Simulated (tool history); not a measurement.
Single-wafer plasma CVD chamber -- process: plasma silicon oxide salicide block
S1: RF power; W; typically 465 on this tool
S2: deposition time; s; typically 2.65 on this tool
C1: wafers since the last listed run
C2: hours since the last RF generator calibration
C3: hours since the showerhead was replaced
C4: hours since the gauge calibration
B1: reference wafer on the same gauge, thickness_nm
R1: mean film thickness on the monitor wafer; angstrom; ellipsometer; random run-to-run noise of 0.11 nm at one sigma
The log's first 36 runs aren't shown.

{"run": 37, "hour": 1842.3, "S1": 465, "S2": 3.02, "C1": 1110, "C2": 292.4, "C3": 962.9, "C4": 159.2, "B1": 20.904, "R1": 289.16}
{"run": 38, "hour": 1883.0, "S1": 380, "S2": 3.04, "C1": 1124, "C2": 333.1, "C3": 1003.6, "C4": 199.9, "B1": 20.9, "R1": 273.41}
{"run": 39, "hour": 1934.6, "S1": 465, "S2": 2.65, "C1": 1425, "C2": 384.7, "C3": 1055.2, "C4": 251.5, "B1": 20.898, "R1": 253.62}
{"run": 40, "hour": 2005.7, "S1": 385, "S2": 2.98, "C1": 1964, "C2": 455.8, "C3": 1126.3, "C4": 322.6, "B1": 20.919, "R1": 268.94}
{"run": 41, "hour": 2072.8, "S1": 540, "S2": 3.03, "C1": 1854, "C2": 522.9, "C3": 1193.4, "C4": 389.7, "B1": 20.899, "R1": 301.46}
{"run": 42, "hour": 2140.8, "S1": 465, "S2": 2.65, "C1": 1878, "C2": 590.9, "C3": 1261.4, "C4": 457.7, "B1": 20.89, "R1": 250.38}
{"run": 43, "hour": 2166.1, "S1": 550, "S2": 3.13, "C1": 699, "C2": 616.2, "C3": 1286.7, "C4": 483.0, "B1": 20.907, "R1": 313.07}
{"run": 44, "hour": 2203.8, "S1": 465, "S2": 3.15, "C1": 1041, "C2": 653.9, "C3": 1324.4, "C4": 520.7, "B1": 20.879, "R1": 299.36}
{"run": 45, "hour": 2238.2, "S1": 420, "S2": 2.37, "C1": 950, "C2": 688.3, "C3": 1358.8, "C4": 555.1, "B1": 20.915, "R1": 219.86}

Each row is a separate what-if for the run after 45, all from the same tool condition, not one after another. Results?
{"run": "A", "hour": 2238.6, "S1": 535, "S2": 2.65, "C1": 11, "C2": 688.7, "C3": 1359.2, "C4": 555.5, "B1": "?", "R1": "?"}
{"run": "B", "hour": 2238.6, "S1": 385, "S2": 2.92, "C1": 11, "C2": 688.7, "C3": 1359.2, "C4": 555.5, "B1": "?", "R1": "?"}
{"run": "C", "hour": 2238.6, "S1": 385, "S2": 3.04, "C1": 11, "C2": 688.7, "C3": 1359.2, "C4": 555.5, "B1": "?", "R1": "?"}

run=A B1=20.901 R1=262.31
run=B B1=20.901 R1=264.24
run=C B1=20.901 R1=275.10
The same runs, with their run-to-run variation unchanged, on a tool lacking any hidden condition would have given:
run=A R1=266.59
run=B R1=268.56
run=C R1=279.59
